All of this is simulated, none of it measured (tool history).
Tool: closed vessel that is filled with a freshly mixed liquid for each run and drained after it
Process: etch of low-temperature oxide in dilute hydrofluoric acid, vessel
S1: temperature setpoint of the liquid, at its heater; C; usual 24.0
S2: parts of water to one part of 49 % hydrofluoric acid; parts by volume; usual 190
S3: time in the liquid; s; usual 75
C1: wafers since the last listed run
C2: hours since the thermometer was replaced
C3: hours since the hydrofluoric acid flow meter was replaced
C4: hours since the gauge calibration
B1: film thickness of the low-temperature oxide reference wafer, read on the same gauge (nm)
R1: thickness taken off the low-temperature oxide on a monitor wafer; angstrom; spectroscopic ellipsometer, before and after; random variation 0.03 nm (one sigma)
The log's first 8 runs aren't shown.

run,hour,S1,S2,S3,C1,C2,C3,C4,B1,R1
9,179.0,24.0,190,75,2682,961.0,697.8,694.4,82.587,43.25
10,202.2,24.0,190,75,2348,984.2,721.0,717.6,82.557,43.68
# hour 205.1: hydrofluoric acid flow meter replaced
# hour 217.5: thermometer replaced
11,227.8,24.0,190,75,2389,10.3,22.7,743.2,82.591,44.25
12,263.2,24.0,190,95,3584,45.7,58.1,778.6,82.563,54.67
13,285.2,24.0,190,95,2227,67.7,80.1,800.6,82.595,55.46
14,300.1,24.0,190,75,1508,82.6,95.0,815.5,82.583,43.22
15,329.9,20.5,135,110,3017,112.4,124.8,845.3,82.638,83.12
# hour 348.1: gauge calibrated
16,424.7,19.5,135,55,9597,207.2,219.6,76.6,80.651,39.27
17,450.0,22.5,245,90,2561,232.5,244.9,101.9,80.889,35.63
18,473.2,26.5,105,100,2348,255.7,268.1,125.1,80.984,124.57
19,499.3,26.5,190,75,2642,281.8,294.2,151.2,81.153,46.70
20,522.1,24.0,190,75,2308,304.6,317.0,174.0,81.284,42.48
21,538.3,24.0,190,75,1640,320.8,333.2,190.2,81.395,43.27
22,550.3,19.0,190,75,1214,332.8,345.2,202.2,81.400,35.42
23,585.9,27.5,165,40,3604,368.4,380.8,237.8,81.565,30.74
24,601.8,24.0,190,90,1609,384.3,396.7,253.7,81.608,51.73
25,633.1,24.0,190,75,3168,415.6,428.0,285.0,81.761,43.42
26,650.2,24.0,190,40,1731,432.7,445.1,302.1,81.785,23.14
27,684.0,24.0,190,75,3422,466.5,478.9,335.9,81.931,42.79
28,707.9,26.5,240,105,2419,490.4,502.8,359.8,81.968,50.10
29,740.3,21.5,145,35,3280,522.8,535.2,392.2,82.008,25.57
30,756.4,26.0,215,100,1630,538.9,551.3,408.3,82.150,53.49
31,776.4,22.5,190,75,2024,558.9,571.3,428.3,82.134,41.30
32,788.9,20.5,225,75,1265,571.4,583.8,440.8,82.178,31.34

Forecast each of these 4 alternatives for the next run:
A,789.6,24.0,190,75,70,572.1,584.5,441.5,?,?
B,789.6,28.5,105,115,70,572.1,584.5,441.5,?,?
C,789.6,21.5,120,75,70,572.1,584.5,441.5,?,?
D,789.6,28.5,190,75,70,572.1,584.5,441.5,?,?

run,B1,R1
A,82.173,43.14
B,82.173,157.04
C,82.173,67.00
D,82.173,50.79
Without the tool's hidden state the same runs would have given:
run,R1
A,42.00
B,152.91
C,65.24
D,49.46
